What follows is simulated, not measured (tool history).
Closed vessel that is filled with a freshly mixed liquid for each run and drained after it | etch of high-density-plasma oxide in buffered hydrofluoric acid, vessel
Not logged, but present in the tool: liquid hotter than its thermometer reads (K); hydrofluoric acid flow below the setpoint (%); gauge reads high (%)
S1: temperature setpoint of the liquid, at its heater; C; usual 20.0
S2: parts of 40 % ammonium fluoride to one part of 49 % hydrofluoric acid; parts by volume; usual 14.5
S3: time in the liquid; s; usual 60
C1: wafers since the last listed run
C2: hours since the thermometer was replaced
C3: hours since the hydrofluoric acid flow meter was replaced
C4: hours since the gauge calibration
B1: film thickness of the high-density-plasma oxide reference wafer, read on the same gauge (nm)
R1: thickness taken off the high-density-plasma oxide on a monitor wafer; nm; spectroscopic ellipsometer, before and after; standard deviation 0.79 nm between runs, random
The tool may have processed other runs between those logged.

run    hour    S1    S2  S3     C1      C2     C3      C4      B1      R1
  1     0.0  18.5  19.0  60      0  2504.7  501.5  1480.2  112.05   53.15
  2    51.3  18.5  19.0  60   5565  2556.0  552.8  1531.5  111.59   53.27
  3   112.2  20.0  12.0  60   6606  2616.9  613.7  1592.4  111.07   90.82
  4   141.9  20.0  12.0  60   3222  2646.6  643.4  1622.1  110.79   91.30
      152.1  -- hydrofluoric acid flow meter replaced
  5   212.0  20.0  12.0  60   7496  2716.7   59.9  1692.2  110.14   90.47
      255.4  -- gauge calibrated
  6   255.6  20.0  14.5  60   4730  2760.3  103.5     0.2  121.02   82.44
  7   297.7  20.0  14.5  60   4567  2802.4  145.6    42.3  121.01   83.31
  8   328.9  20.0  14.5  60   3384  2833.6  176.8    73.5  121.02   82.80
      342.0  -- thermometer replaced
  9   369.6  20.0  14.5  60   4306    27.6  217.5   114.2  120.96   81.42
 10   404.5  23.5  16.5  60   3786    62.5  252.4   149.1  120.91   87.86
 11   442.2  20.0  20.0  60   4089   100.2  290.1   186.8  120.90   59.56
 12   494.3  20.0  17.5  60   5652   152.3  342.2   238.9  120.86   67.63
 13   530.9  20.0  14.5  60   3970   188.9  378.8   275.5  120.79   82.04
 14   555.8  17.0  11.5  90   2701   213.8  403.7   300.4  120.76  129.64
 15   584.2  24.5  14.5  60   3081   242.2  432.1   328.8  120.72  104.45
 16   643.5  20.0  14.5  60   6433   301.5  491.4   388.1  120.59   81.75
      665.7  -- hydrofluoric acid flow meter replaced
 17   692.7  20.0  14.5  60   5229   350.7   27.0   437.3  120.46   82.68
 18   743.2  17.5  11.0  90   5478   401.2   77.5   487.8  120.31  141.67
 19   779.9  23.5  10.0  60   3981   437.9  114.2   524.5  120.23  141.45
 20   830.0  23.0  19.0  35   5435   488.0  164.3   574.6  120.07   42.64
 21   855.5  20.0  14.5  60   2766   513.5  189.8   600.1  119.99   81.56
 22   915.8  17.0  17.5  60   6541   573.8  250.1   660.4  119.78   57.15
 23   986.4  20.0  14.5  60   7659   644.4  320.7   731.0  119.50   80.46
 24  1011.4  17.0  10.5  60   2712   669.4  345.7   756.0  119.40   94.24
 25  1069.9  17.0   9.5  30   6346   727.9  404.2   814.5  119.13   50.81
 26  1238.2  20.0  14.5  60  18258   896.2  572.5   982.8  118.28   81.61
 27  1293.0  17.0  17.5  75   5945   951.0  627.3  1037.6  117.98   71.80
     1308.0  -- hydrofluoric acid flow meter replaced
 28  1339.4  20.0   8.5  60   4925   997.4   31.4  1084.0  117.67  128.98
 29  1394.0  20.0  14.5  60   5923  1052.0   86.0  1138.6  117.34   79.55

Forecast run 30:
 30  1452.7  20.0  14.5  60  6368  1110.7  144.7  1197.3   ?   ?

{"run 30": {"B1": 116.96, "R1": 79.56}}
The same run, on a tool lacking any hidden state, would have yielded R1 81.63 nm.

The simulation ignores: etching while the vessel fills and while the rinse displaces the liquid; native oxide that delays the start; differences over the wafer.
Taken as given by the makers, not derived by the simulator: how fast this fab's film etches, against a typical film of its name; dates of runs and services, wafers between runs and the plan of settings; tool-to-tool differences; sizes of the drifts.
